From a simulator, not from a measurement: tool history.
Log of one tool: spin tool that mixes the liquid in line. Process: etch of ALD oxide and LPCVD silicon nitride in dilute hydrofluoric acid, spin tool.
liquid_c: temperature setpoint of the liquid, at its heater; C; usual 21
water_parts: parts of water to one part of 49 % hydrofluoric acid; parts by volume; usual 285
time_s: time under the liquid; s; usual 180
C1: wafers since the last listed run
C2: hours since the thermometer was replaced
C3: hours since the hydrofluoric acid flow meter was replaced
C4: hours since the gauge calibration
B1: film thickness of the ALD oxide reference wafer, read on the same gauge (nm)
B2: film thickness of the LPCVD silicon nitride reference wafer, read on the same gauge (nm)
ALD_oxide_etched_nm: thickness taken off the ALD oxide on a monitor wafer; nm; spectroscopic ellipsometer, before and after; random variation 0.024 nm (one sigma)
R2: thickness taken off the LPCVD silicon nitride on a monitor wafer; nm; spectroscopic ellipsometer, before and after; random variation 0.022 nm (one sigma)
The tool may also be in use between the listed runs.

Run 1, day 0: usual settings; C1 0; C2 1291.1; C3 467.5; C4 219; B1 50; B2 99.995. Result: ALD_oxide_etched_nm 6 nm, R2 0.291 nm.
Run 2, day 4.375: usual settings but water_parts 385 parts by volume; C1 921; C2 1396.1; C3 572.5; C4 324; B1 50; B2 99.993. Result: ALD_oxide_etched_nm 4.07 nm, R2 0.257 nm.
Run 3, day 8.512: usual settings; C1 871; C2 1495.4; C3 671.8; C4 423.3; B1 50; B2 99.997. Result: ALD_oxide_etched_nm 6.03 nm, R2 0.295 nm.
Run 4, day 10.246: usual settings but liquid_c 23.5 C, water_parts 250 parts by volume; C1 365; C2 1537; C3 713.4; C4 464.9; B1 50; B2 99.986. Result: ALD_oxide_etched_nm 7.81 nm, R2 0.421 nm.
At day 12.167: hydrofluoric acid flow meter replaced.
Run 5, day 14.575: usual settings but liquid_c 23.5 C, water_parts 250 parts by volume; C1 903; C2 1640.9; C3 57.8; C4 568.8; B1 50.01; B2 99.996. Result: ALD_oxide_etched_nm 7.64 nm, R2 0.408 nm.
Run 6, day 18.971: usual settings but liquid_c 17.5 C; C1 926; C2 1746.4; C3 163.3; C4 674.3; B1 49.99; B2 99.994. Result: ALD_oxide_etched_nm 5.23 nm, R2 0.272 nm.
Run 7, day 23.471: usual settings but liquid_c 17.5 C; C1 948; C2 1854.4; C3 271.3; C4 782.3; B1 49.99; B2 99.988. Result: ALD_oxide_etched_nm 5.25 nm, R2 0.197 nm.
Run 8, day 25.942: usual settings but liquid_c 17 C; C1 520; C2 1913.7; C3 330.6; C4 841.6; B1 50; B2 99.986. Result: ALD_oxide_etched_nm 5.18 nm, R2 0.218 nm.
Run 9, day 29.646: usual settings but liquid_c 17 C; C1 780; C2 2002.6; C3 419.5; C4 930.5; B1 49.98; B2 100.021. Result: ALD_oxide_etched_nm 5.24 nm, R2 0.235 nm.
Run 10, day 31.921: usual settings but water_parts 230 parts by volume; C1 479; C2 2057.2; C3 474.1; C4 985.1; B1 49.99; B2 99.994. Result: ALD_oxide_etched_nm 7.92 nm, R2 0.305 nm.
Run 11, day 39.638: usual settings but water_parts 230 parts by volume; C1 1626; C2 2242.4; C3 659.3; C4 1170.3; B1 50.01; B2 99.964. Result: ALD_oxide_etched_nm 8.04 nm, R2 0.395 nm.
Run 12, day 41.371: usual settings but water_parts 230 parts by volume; C1 365; C2 2284; C3 700.9; C4 1211.9; B1 49.98; B2 100.013. Result: ALD_oxide_etched_nm 7.99 nm, R2 0.376 nm.
At day 41.971: hydrofluoric acid flow meter replaced.
At day 42.983: thermometer replaced.
Run 13, day 44.492: usual settings; C1 640; C2 36.2; C3 60.5; C4 1286.8; B1 50; B2 99.993. Result: ALD_oxide_etched_nm 5.69 nm, R2 0.276 nm.
Run 14, day 46.021: usual settings but time_s 240 s; C1 322; C2 72.9; C3 97.2; C4 1323.5; B1 50; B2 99.997. Result: ALD_oxide_etched_nm 7.64 nm, R2 0.376 nm.
Run 15, day 49.904: usual settings but liquid_c 19 C, water_parts 405 parts by volume, time_s 225 s; C1 818; C2 166.1; C3 190.4; C4 1416.7; B1 50.02; B2 99.985. Result: ALD_oxide_etched_nm 4.25 nm, R2 0.216 nm.
At day 50.683: gauge calibrated.
Run 16, day 54.362: usual settings; C1 939; C2 273.1; C3 297.4; C4 88.3; B1 50.02; B2 99.998. Result: ALD_oxide_etched_nm 5.79 nm, R2 0.307 nm.
Run 17, day 57.717: usual settings but time_s 105 s; C1 706; C2 353.6; C3 377.9; C4 168.8; B1 50; B2 99.978. Result: ALD_oxide_etched_nm 3.41 nm, R2 0.163 nm.
Run 18, day 59.525: usual settings but water_parts 190 parts by volume; C1 381; C2 397; C3 421.3; C4 212.2; B1 49.98; B2 100.003. Result: ALD_oxide_etched_nm 9.59 nm, R2 0.382 nm.
Run 19, day 62.55: usual settings but liquid_c 17.5 C, water_parts 410 parts by volume, time_s 150 s; C1 637; C2 469.6; C3 493.9; C4 284.8; B1 50; B2 100.017. Result: ALD_oxide_etched_nm 2.68 nm, R2 0.147 nm.
Run 20, day 65.479: usual settings but liquid_c 18.5 C; C1 617; C2 539.9; C3 564.2; C4 355.1; B1 50; B2 99.987. Result: ALD_oxide_etched_nm 5.39 nm, R2 0.286 nm.
Run 21, day 74.321: usual settings; C1 1863; C2 752.1; C3 776.4; C4 567.3; B1 49.98; B2 100.013. Result: ALD_oxide_etched_nm 5.96 nm, R2 0.288 nm.
At day 76.504: hydrofluoric acid flow meter replaced.
Run 22, day 76.892: usual settings but liquid_c 23 C, water_parts 205 parts by volume, time_s 135 s; C1 532; C2 813.8; C3 9.3; C4 629; B1 49.97; B2 100.009. Result: ALD_oxide_etched_nm 6.99 nm, R2 0.316 nm.
Run 23, day 78.754: usual settings but water_parts 345 parts by volume; C1 392; C2 858.5; C3 54; C4 673.7; B1 49.99; B2 100.002. Result: ALD_oxide_etched_nm 4.57 nm, R2 0.235 nm.
Run 24, day 82.342: usual settings but liquid_c 25 C; C1 755; C2 944.6; C3 140.1; C4 759.8; B1 50; B2 100.026. Result: ALD_oxide_etched_nm 6.72 nm, R2 0.407 nm.
Run 25, day 84.483: usual settings but liquid_c 25 C, time_s 285 s; C1 451; C2 996; C3 191.5; C4 811.2; B1 50.01; B2 99.994. Result: ALD_oxide_etched_nm 10.67 nm, R2 0.612 nm.
Run 26, day 86.612: usual settings but water_parts 350 parts by volume; C1 448; C2 1047.1; C3 242.6; C4 862.3; B1 50; B2 100.006. Result: ALD_oxide_etched_nm 4.51 nm, R2 0.249 nm.

4 ways to go on from here, each from the tool as it stands after run 26. What would each give?
Run A, day 86.633: usual settings but time_s 140 s; C1 4; C2 1047.6; C3 243.1; C4 862.8; B1 ?; B2 ?. Result: ALD_oxide_etched_nm ?, R2 ?.
Run B, day 86.633: usual settings but liquid_c 24.5 C; C1 4; C2 1047.6; C3 243.1; C4 862.8; B1 ?; B2 ?. Result: ALD_oxide_etched_nm ?, R2 ?.
Run C, day 86.633: usual settings but time_s 275 s; C1 4; C2 1047.6; C3 243.1; C4 862.8; B1 ?; B2 ?. Result: ALD_oxide_etched_nm ?, R2 ?.
Run D, day 86.633: usual settings but water_parts 420 parts by volume, time_s 95 s; C1 4; C2 1047.6; C3 243.1; C4 862.8; B1 ?; B2 ?. Result: ALD_oxide_etched_nm ?, R2 ?.

run     B1       B2  ALD_oxide_etched_nm     R2
  A  50.01  100.005                 4.57  0.242
  B  50.01  100.005                 6.65  0.386
  C  50.01  100.005                 8.98  0.475
  D  50.01  100.005                 1.87  0.112
Without the tool's hidden state the same runs would have given:
run  ALD_oxide_etched_nm     R2
  A                 4.39  0.228
  B                 6.39  0.365
  C                 8.62  0.448
  D                 1.79  0.106
